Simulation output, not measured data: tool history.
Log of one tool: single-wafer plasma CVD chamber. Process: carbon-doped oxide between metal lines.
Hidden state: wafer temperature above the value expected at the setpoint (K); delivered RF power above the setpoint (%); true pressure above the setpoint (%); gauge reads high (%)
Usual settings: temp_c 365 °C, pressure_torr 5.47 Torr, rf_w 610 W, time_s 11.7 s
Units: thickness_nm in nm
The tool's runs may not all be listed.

run,hour,temp_c,pressure_torr,rf_w,time_s,wafers since the last listed run,hours since the last thermocouple change,hours since the last RF generator calibration,hours since the last manometer calibration,hours since the showerhead was replaced,hours since the gauge calibration,"read-back reference wafer on the same gauge, thickness_nm",thickness_nm
1,0.0,365,5.47,610,11.7,0,1849.7,1121.2,771.7,6553.2,776.8,53.281,64.010
2,65.5,358,5.47,610,11.7,1863,1915.2,1186.7,837.2,6618.7,842.3,53.260,64.753
# hour 88.8: capacitance manometer re-zeroed and calibrated
3,133.1,358,5.47,610,11.7,1695,1982.8,1254.3,44.3,6686.3,909.9,53.289,65.039
4,167.3,358,5.47,610,11.7,972,2017.0,1288.5,78.5,6720.5,944.1,53.301,65.226
5,225.4,365,5.47,610,11.7,1652,2075.1,1346.6,136.6,6778.6,1002.2,53.317,63.760
6,270.5,365,5.88,560,11.7,1282,2120.2,1391.7,181.7,6823.7,1047.3,53.323,59.799
# hour 388.0: thermocouple changed; heater temperature recalibrated
7,408.1,365,5.47,610,11.7,3686,20.1,1529.3,319.3,6961.3,1184.9,53.255,63.348
8,443.0,365,5.47,610,11.7,992,55.0,1564.2,354.2,6996.2,1219.8,53.300,63.006
# hour 476.2: RF generator calibrated
9,493.4,365,5.47,610,11.7,1206,105.4,17.2,404.6,7046.6,1270.2,53.275,65.868
# hour 494.6: gauge calibrated
10,557.5,365,5.47,610,10.8,1823,169.5,81.3,468.7,7110.7,62.9,53.300,60.610
11,626.6,365,5.47,610,10.8,1965,238.6,150.4,537.8,7179.8,132.0,53.299,60.744
12,663.7,365,6.58,550,11.7,1055,275.7,187.5,574.9,7216.9,169.1,53.305,60.866
13,696.3,365,5.47,610,11.7,927,308.3,220.1,607.5,7249.5,201.7,53.363,65.467
14,743.3,365,6.61,610,10.8,1336,355.3,267.1,654.5,7296.5,248.7,53.316,61.584
# hour 782.6: showerhead replaced
15,812.9,365,6.33,610,11.7,1752,424.9,336.7,724.1,30.3,318.3,53.302,66.773
16,837.0,353,4.13,610,11.7,685,449.0,360.8,748.2,54.4,342.4,53.298,64.417
17,905.5,373,6.49,610,11.7,1948,517.5,429.3,816.7,122.9,410.9,53.342,65.568
18,931.1,358,5.47,610,11.7,728,543.1,454.9,842.3,148.5,436.5,53.278,66.773
19,996.3,378,5.47,610,11.1,1854,608.3,520.1,907.5,213.7,501.7,53.297,59.697
# hour 1007.9: capacitance manometer re-zeroed and calibrated
20,1171.3,376,5.47,610,11.7,4750,783.3,695.1,163.4,388.7,676.7,53.308,63.074
21,1220.5,365,5.47,610,11.7,1399,832.5,744.3,212.6,437.9,725.9,53.266,64.428
22,1260.9,365,5.47,610,11.7,1149,872.9,784.7,253.0,478.3,766.3,53.333,64.523

Forecast each of these 5 alternatives for the next run:
A,1261.3,365,5.47,610,11.7,11,873.3,785.1,253.4,478.7,766.7,?,?
B,1261.3,365,5.47,610,10.1,11,873.3,785.1,253.4,478.7,766.7,?,?
C,1261.3,353,6.65,610,11.7,11,873.3,785.1,253.4,478.7,766.7,?,?
D,1261.3,365,5.47,610,10.2,11,873.3,785.1,253.4,478.7,766.7,?,?
E,1261.3,365,5.47,670,11.7,11,873.3,785.1,253.4,478.7,766.7,?,?

run,"read-back reference wafer on the same gauge, thickness_nm",thickness_nm
A,53.212,64.375
B,53.212,55.703
C,53.212,68.214
D,53.212,56.246
E,53.212,69.756
Without the tool's hidden state the same runs would have given:
run,thickness_nm
A,65.544
B,56.715
C,69.454
D,57.268
E,70.996
